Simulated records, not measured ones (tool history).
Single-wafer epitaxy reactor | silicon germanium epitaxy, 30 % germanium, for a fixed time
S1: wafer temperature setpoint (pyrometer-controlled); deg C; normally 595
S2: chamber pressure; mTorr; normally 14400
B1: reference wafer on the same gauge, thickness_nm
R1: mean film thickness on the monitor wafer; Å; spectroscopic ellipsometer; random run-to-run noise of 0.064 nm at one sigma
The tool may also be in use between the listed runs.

run    day   S1     S2      B1      R1
  1  0.000  595  14400  44.200  480.30
  2  0.408  595  14400  44.189  480.29
  3  1.121  595  14400  44.189  480.25
  4  1.417  595  14400  44.174  481.32
  5  1.946  595  14400  44.198  479.20
     2.442  -- pyrometer calibrated
  6  2.562  595  14400  44.209  424.68
  7  2.958  595  14400  44.225  423.93
     3.442  -- showerhead replaced
  8  3.462  595  14400  44.208  424.78
  9  3.688  585  16100  44.205  369.92
     4.100  -- capacitance manometer re-zeroed and calibrated
 10  4.121  585  15900  44.184  369.84
     4.438  -- gauge calibrated
 11  5.242  595  15400  44.194  439.04
 12  5.754  590  17700  44.190  426.48
 13  6.167  581  17100  44.227  355.61
 14  6.862  595  14400  44.195  429.69
 15  7.438  587  16600  44.195  393.34
 16  7.925  600  14400  44.208  471.92

Consider 3 possible next runs. They are alternatives, not a sequence: every one starts from the tool as it was left by run 16. What does each give?
  A  7.942  595  14400   ?   ?
  B  7.942  603  17100   ?   ?
  C  7.942  605  13400   ?   ?

run      B1      R1
  A  44.206  430.36
  B  44.206  535.78
  C  44.206  499.98
The same runs, with their run-to-run variation unchanged, on a tool lacking any hidden condition would have given:
run      R1
  A  428.42
  B  533.41
  C  497.77

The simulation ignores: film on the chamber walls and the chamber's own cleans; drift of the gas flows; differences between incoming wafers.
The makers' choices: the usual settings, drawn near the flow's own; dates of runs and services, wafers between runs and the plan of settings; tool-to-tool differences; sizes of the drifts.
